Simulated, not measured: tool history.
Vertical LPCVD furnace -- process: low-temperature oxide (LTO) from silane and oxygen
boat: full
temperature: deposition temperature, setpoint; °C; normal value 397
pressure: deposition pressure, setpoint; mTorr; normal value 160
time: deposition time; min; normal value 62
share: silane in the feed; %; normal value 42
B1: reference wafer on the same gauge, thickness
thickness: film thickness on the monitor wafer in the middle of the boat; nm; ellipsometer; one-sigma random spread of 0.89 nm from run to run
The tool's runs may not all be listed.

{"run": 1, "hour": 0.0, "temperature": 388, "pressure": 160, "time": 48, "share": 42, "B1": 353.97, "thickness": 292.58}
{"hour": 38.1, "done": "pressure gauge zeroed"}
{"run": 2, "hour": 98.5, "temperature": 388, "pressure": 160, "time": 48, "share": 42, "B1": 354.03, "thickness": 291.29}
{"run": 3, "hour": 163.2, "temperature": 397, "pressure": 145, "time": 62, "share": 42, "B1": 354.12, "thickness": 377.5}
{"run": 4, "hour": 217.0, "temperature": 397, "pressure": 145, "time": 62, "share": 42, "B1": 353.87, "thickness": 378.46}
{"run": 5, "hour": 292.7, "temperature": 388, "pressure": 160, "time": 62, "share": 42, "B1": 354.12, "thickness": 376.56}
{"run": 6, "hour": 335.7, "temperature": 388, "pressure": 160, "time": 62, "share": 42, "B1": 354.08, "thickness": 376.72}
{"run": 7, "hour": 391.8, "temperature": 388, "pressure": 160, "time": 62, "share": 42, "B1": 353.85, "thickness": 376.87}
{"run": 8, "hour": 492.2, "temperature": 397, "pressure": 135, "time": 62, "share": 42, "B1": 354.11, "thickness": 350.06}
{"run": 9, "hour": 592.0, "temperature": 397, "pressure": 160, "time": 62, "share": 42, "B1": 353.97, "thickness": 414.69}
{"run": 10, "hour": 634.3, "temperature": 397, "pressure": 160, "time": 62, "share": 42, "B1": 354.05, "thickness": 415.73}
{"run": 11, "hour": 701.5, "temperature": 397, "pressure": 160, "time": 62, "share": 42, "B1": 354.16, "thickness": 414.17}
{"hour": 741.7, "done": "silane flow controller replaced"}
{"hour": 784.7, "done": "gauge calibrated"}
{"run": 12, "hour": 881.1, "temperature": 397, "pressure": 160, "time": 46.5, "share": 39, "B1": 353.91, "thickness": 311.56}
{"run": 13, "hour": 974.9, "temperature": 397, "pressure": 160, "time": 62, "share": 42, "B1": 354.02, "thickness": 451.98}
{"run": 14, "hour": 1078.6, "temperature": 397, "pressure": 160, "time": 47.5, "share": 42, "B1": 354, "thickness": 345.41}
{"run": 15, "hour": 1168.5, "temperature": 397, "pressure": 160, "time": 62, "share": 42, "B1": 353.94, "thickness": 449.38}
{"run": 16, "hour": 1233.2, "temperature": 397, "pressure": 170, "time": 62, "share": 34, "B1": 353.94, "thickness": 373.71}
{"run": 17, "hour": 1328.2, "temperature": 397, "pressure": 160, "time": 62, "share": 42, "B1": 354.1, "thickness": 449.67}
{"hour": 1368.6, "done": "silane flow controller replaced, repeated, since the last time left the tool worse"}
{"run": 18, "hour": 1390.7, "temperature": 397, "pressure": 130, "time": 40, "share": 42, "B1": 353.97, "thickness": 224.36}
{"hour": 1603.3, "done": "pressure gauge zeroed"}
{"hour": 1686.3, "done": "thermocouples replaced and temperature profile calibrated"}
{"run": 19, "hour": 1686.8, "temperature": 403, "pressure": 160, "time": 62, "share": 38, "B1": 353.83, "thickness": 405.91}
{"run": 20, "hour": 1786.8, "temperature": 397, "pressure": 160, "time": 62, "share": 42, "B1": 354.03, "thickness": 427.24}
{"run": 21, "hour": 1891.6, "temperature": 391, "pressure": 160, "time": 62, "share": 40, "B1": 353.89, "thickness": 377.76}
{"run": 22, "hour": 1934.4, "temperature": 397, "pressure": 160, "time": 62, "share": 38, "B1": 354.16, "thickness": 380.62}
{"run": 23, "hour": 2025.4, "temperature": 397, "pressure": 160, "time": 62, "share": 42, "B1": 353.92, "thickness": 428.81}
{"run": 24, "hour": 2064.7, "temperature": 407, "pressure": 160, "time": 47, "share": 42, "B1": 354.08, "thickness": 360.91}
{"run": 25, "hour": 2141.9, "temperature": 397, "pressure": 180, "time": 62, "share": 42, "B1": 354.1, "thickness": 482.35}
{"run": 26, "hour": 2183.9, "temperature": 397, "pressure": 160, "time": 62, "share": 39, "B1": 353.9, "thickness": 393.12}
{"run": 27, "hour": 2237.3, "temperature": 402, "pressure": 135, "time": 62, "share": 42, "B1": 353.75, "thickness": 381.64}
{"run": 28, "hour": 2287.2, "temperature": 397, "pressure": 160, "time": 62, "share": 42, "B1": 353.9, "thickness": 426.23}
{"run": 29, "hour": 2376.5, "temperature": 403, "pressure": 160, "time": 62, "share": 49, "B1": 353.98, "thickness": 533.04}
{"run": 30, "hour": 2415.6, "temperature": 387, "pressure": 185, "time": 73, "share": 35, "B1": 353.86, "thickness": 413.29}

Each row is a separate what-if for the run after 30, all from the same tool condition, not one after another. Results?
{"run": "A", "hour": 2420.9, "temperature": 397, "pressure": 160, "time": 62, "share": 42, "B1": "?", "thickness": "?"}
{"run": "B", "hour": 2420.9, "temperature": 397, "pressure": 160, "time": 62, "share": 35, "B1": "?", "thickness": "?"}
{"run": "C", "hour": 2420.9, "temperature": 397, "pressure": 185, "time": 62, "share": 48, "B1": "?", "thickness": "?"}
{"run": "D", "hour": 2420.9, "temperature": 397, "pressure": 200, "time": 80.5, "share": 42, "B1": "?", "thickness": "?"}

run=A B1=354.03 thickness=430.07
run=B B1=354.03 thickness=342.43
run=C B1=354.03 thickness=571.13
run=D B1=354.03 thickness=697.99
What these runs would have given with no unlogged condition in the tool:
run=A thickness=430.6
run=B thickness=342.99
run=C thickness=571.64
run=D thickness=698.85
